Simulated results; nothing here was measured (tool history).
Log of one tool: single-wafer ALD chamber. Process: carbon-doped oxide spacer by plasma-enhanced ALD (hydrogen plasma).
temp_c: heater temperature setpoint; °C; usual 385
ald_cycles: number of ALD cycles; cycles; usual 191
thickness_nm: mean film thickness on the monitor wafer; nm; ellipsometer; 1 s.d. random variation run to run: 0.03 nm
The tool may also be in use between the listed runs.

run    hour  temp_c  ald_cycles  wafers since the last listed run  hours since the last thermocouple change  hours since the gauge calibration  read-back reference wafer on the same gauge, thickness_nm  thickness_nm
  1     0.0     385         191                                 0                                      35.7                             1006.0                                                      7.635         8.935
  2    70.8     385         191                               147                                     106.5                             1076.8                                                      7.624         8.973
  3   139.1     385         191                               142                                     174.8                             1145.1                                                      7.618         8.933
  4   180.1     385         175                                85                                     215.8                             1186.1                                                      7.614         8.155
  5   246.9     385         175                               139                                     282.6                             1252.9                                                      7.608         8.235
  6   309.5     385         175                               130                                     345.2                             1315.5                                                      7.605         8.183
  7   335.1     374         191                                53                                     370.8                             1341.1                                                      7.602         8.918
  8   397.1     385         191                               129                                     432.8                             1403.1                                                      7.596         8.872
  9   468.8     385         191                               149                                     504.5                             1474.8                                                      7.594         8.895
 10   502.3     385         191                                69                                     538.0                             1508.3                                                      7.577         8.886
 11   562.3     385         191                               125                                     598.0                             1568.3                                                      7.568         8.873
 12   599.9     385         191                                78                                     635.6                             1605.9                                                      7.576         8.850
 13   636.0     385         191                                75                                     671.7                             1642.0                                                      7.568         8.848
 14   663.1     385         191                                56                                     698.8                             1669.1                                                      7.555         8.839
 15   702.7     385         205                                82                                     738.4                             1708.7                                                      7.562         9.472
 16   747.6     385         205                                93                                     783.3                             1753.6                                                      7.555         9.507
 17   790.9     385         205                                90                                     826.6                             1796.9                                                      7.551         9.533
 18   847.2     385         191                               117                                     882.9                             1853.2                                                      7.544         8.804
 19   895.2     385         191                               100                                     930.9                             1901.2                                                      7.537         8.828
 20   931.2     385         191                                75                                     966.9                             1937.2                                                      7.537         8.820
 21   996.5     385         191                               136                                    1032.2                             2002.5                                                      7.528         8.865
 22  1051.0     385         191                               113                                    1086.7                             2057.0                                                      7.525         8.790
 23  1084.1     399         206                                69                                    1119.8                             2090.1                                                      7.518         9.503
 24  1127.9     385         191                                91                                    1163.6                             2133.9                                                      7.513         8.830
 25  1155.9     400         212                                58                                    1191.6                             2161.9                                                      7.509         9.734
 26  1190.3     376         154                                71                                    1226.0                             2196.3                                                      7.505         7.105
 27  1229.1     385         191                                81                                    1264.8                             2235.1                                                      7.495         8.813
 28  1284.8     379         218                               116                                    1320.5                             2290.8                                                      7.496        10.037
 29  1348.5     391         176                               133                                    1384.2                             2354.5                                                      7.487         8.090
 30  1372.6     392         191                                50                                    1408.3                             2378.6                                                      7.489         8.774
     1409.2  -- gauge calibrated
 31  1426.7     385         191                               113                                    1462.4                               17.5                                                      7.633         8.982
     1604.0  -- thermocouple changed; heater temperature recalibrated
 32  1623.0     371         154                               393                                      19.0                              213.8                                                      7.616         7.233
 33  1671.3     371         154                               100                                      67.3                              262.1                                                      7.615         7.221
 34  1735.2     399         220                               133                                     131.2                              326.0                                                      7.604        10.249
 35  1799.2     385         191                               133                                     195.2                              390.0                                                      7.598         8.901
 36  1832.2     385         215                                68                                     228.2                              423.0                                                      7.600        10.028
 37  1886.4     374         175                               113                                     282.4                              477.2                                                      7.594         8.121
 38  1925.8     370         170                                82                                     321.8                              516.6                                                      7.578         7.930

For run 39, what comes out?
 39  1959.1     399         206                                69                                     355.1                              549.9                                                          ?             ?

read-back reference wafer on the same gauge, thickness_nm: 7.578
thickness_nm: 9.591 nm
Minus the tool's unlogged condition, the same run would have read thickness_nm 9.766 nm.
